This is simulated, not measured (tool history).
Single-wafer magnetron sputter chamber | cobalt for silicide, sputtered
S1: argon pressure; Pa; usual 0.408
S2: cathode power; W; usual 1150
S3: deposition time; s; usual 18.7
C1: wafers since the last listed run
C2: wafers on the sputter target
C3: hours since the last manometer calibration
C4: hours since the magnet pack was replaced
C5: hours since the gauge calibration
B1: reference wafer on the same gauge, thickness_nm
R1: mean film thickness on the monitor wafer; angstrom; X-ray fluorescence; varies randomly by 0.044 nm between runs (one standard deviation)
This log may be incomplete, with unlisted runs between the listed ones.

Run 1, hour 0.0: usual settings; C1 0; C2 1099; C3 1396.7; C4 4213.4; C5 83.6; B1 13.182. Result: R1 112.76 angstrom.
Run 2, hour 14.6: usual settings; C1 686; C2 1786; C3 1411.3; C4 4228.0; C5 98.2; B1 13.192. Result: R1 111.76 angstrom.
Run 3, hour 31.3: usual settings; C1 785; C2 2571; C3 1428.0; C4 4244.7; C5 114.9; B1 13.225. Result: R1 112.71 angstrom.
Run 4, hour 42.7: usual settings; C1 536; C2 3107; C3 1439.4; C4 4256.1; C5 126.3; B1 13.201. Result: R1 112.07 angstrom.
Run 5, hour 54.2: usual settings but S1 0.327 Pa, S2 1350 W; C1 540; C2 3648; C3 1450.9; C4 4267.6; C5 137.8; B1 13.208. Result: R1 134.94 angstrom.
Run 6, hour 70.0: usual settings; C1 743; C2 4392; C3 1466.7; C4 4283.4; C5 153.6; B1 13.210. Result: R1 111.52 angstrom.
Run 7, hour 85.0: usual settings; C1 705; C2 5097; C3 1481.7; C4 4298.4; C5 168.6; B1 13.193. Result: R1 111.56 angstrom.
Run 8, hour 96.2: usual settings; C1 526; C2 5624; C3 1492.9; C4 4309.6; C5 179.8; B1 13.204. Result: R1 111.18 angstrom.
Run 9, hour 110.7: usual settings; C1 682; C2 6306; C3 1507.4; C4 4324.1; C5 194.3; B1 13.194. Result: R1 111.57 angstrom.
At hour 125.1: capacitance manometer re-zeroed and calibrated.
Run 10, hour 125.6: usual settings but S1 0.533 Pa; C1 324; C2 6631; C3 0.5; C4 4339.0; C5 209.2; B1 13.216. Result: R1 107.20 angstrom.
At hour 136.8: sputter target and shields replaced.
Run 11, hour 137.6: usual settings; C1 188; C2 36; C3 12.5; C4 4351.0; C5 221.2; B1 13.222. Result: R1 109.37 angstrom.
Run 12, hour 147.9: usual settings; C1 484; C2 521; C3 22.8; C4 4361.3; C5 231.5; B1 13.233. Result: R1 109.56 angstrom.
Run 13, hour 158.1: usual settings; C1 479; C2 1000; C3 33.0; C4 4371.5; C5 241.7; B1 13.217. Result: R1 108.49 angstrom.
Run 14, hour 164.4: usual settings; C1 296; C2 1297; C3 39.3; C4 4377.8; C5 248.0; B1 13.199. Result: R1 108.37 angstrom.
Run 15, hour 181.7: usual settings but S2 1400 W, S3 19.9 s; C1 813; C2 2110; C3 56.6; C4 4395.1; C5 265.3; B1 13.199. Result: R1 140.35 angstrom.
Run 16, hour 189.0: usual settings but S1 0.541 Pa, S2 900 W, S3 19.7 s; C1 343; C2 2454; C3 63.9; C4 4402.4; C5 272.6; B1 13.203. Result: R1 85.93 angstrom.
At hour 201.3: magnet pack replaced.
At hour 203.6: sputter target and shields replaced, repeated, since the last time left the tool worse.
Run 17, hour 204.1: usual settings but S1 0.302 Pa, S2 1050 W, S3 16.4 s; C1 227; C2 24; C3 79.0; C4 2.8; C5 287.7; B1 13.208. Result: R1 93.75 angstrom.
At hour 214.7: gauge calibrated.
Run 18, hour 216.3: usual settings but S2 950 W; C1 573; C2 598; C3 91.2; C4 15.0; C5 1.6; B1 13.199. Result: R1 93.29 angstrom.
Run 19, hour 228.1: usual settings but S3 17.4 s; C1 555; C2 1153; C3 103.0; C4 26.8; C5 13.4; B1 13.182. Result: R1 104.84 angstrom.
Run 20, hour 238.7: usual settings but S1 0.524 Pa, S2 1250 W; C1 498; C2 1652; C3 113.6; C4 37.4; C5 24.0; B1 13.214. Result: R1 118.10 angstrom.
Run 21, hour 251.0: usual settings but S2 1050 W, S3 22.1 s; C1 578; C2 2231; C3 125.9; C4 49.7; C5 36.3; B1 13.216. Result: R1 121.03 angstrom.
Run 22, hour 260.5: usual settings; C1 446; C2 2677; C3 135.4; C4 59.2; C5 45.8; B1 13.191. Result: R1 112.22 angstrom.
Run 23, hour 277.7: usual settings but S1 0.299 Pa, S2 1050 W, S3 21.8 s; C1 809; C2 3487; C3 152.6; C4 76.4; C5 63.0; B1 13.191. Result: R1 122.43 angstrom.
Run 24, hour 295.4: usual settings; C1 832; C2 4319; C3 170.3; C4 94.1; C5 80.7; B1 13.184. Result: R1 111.73 angstrom.
Run 25, hour 302.7: usual settings but S1 0.336 Pa, S2 1400 W, S3 16.9 s; C1 343; C2 4662; C3 177.6; C4 101.4; C5 88.0; B1 13.170. Result: R1 125.40 angstrom.
Run 26, hour 317.2: usual settings but S2 950 W; C1 682; C2 5345; C3 192.1; C4 115.9; C5 102.5; B1 13.187. Result: R1 91.96 angstrom.
Run 27, hour 335.1: usual settings but S1 0.347 Pa, S2 1050 W, S3 16.0 s; C1 842; C2 6187; C3 210.0; C4 133.8; C5 120.4; B1 13.214. Result: R1 88.07 angstrom.
Run 28, hour 343.9: usual settings but S1 0.356 Pa, S2 1300 W, S3 22.1 s; C1 413; C2 6601; C3 218.8; C4 142.6; C5 129.2; B1 13.180. Result: R1 151.43 angstrom.

Alternative continuations, all from the tool just after run 28; predict every row:
Run A, hour 344.3: usual settings but S2 1250 W; C1 18; C2 6619; C3 219.2; C4 143.0; C5 129.6; B1 ?. Result: R1 ?.
Run B, hour 344.3: usual settings but S1 0.303 Pa; C1 18; C2 6619; C3 219.2; C4 143.0; C5 129.6; B1 ?. Result: R1 ?.
Run C, hour 344.3: usual settings but S1 0.563 Pa, S3 22.0 s; C1 18; C2 6619; C3 219.2; C4 143.0; C5 129.6; B1 ?. Result: R1 ?.
Run D, hour 344.3: usual settings but S1 0.479 Pa, S2 900 W, S3 15.7 s; C1 18; C2 6619; C3 219.2; C4 143.0; C5 129.6; B1 ?. Result: R1 ?.

run      B1      R1
  A  13.174  120.62
  B  13.174  114.44
  C  13.174  124.82
  D  13.174   71.42
Had the tool no hidden state, the same runs would have come out as:
run      R1
  A  122.96
  B  116.67
  C  127.25
  D   72.81
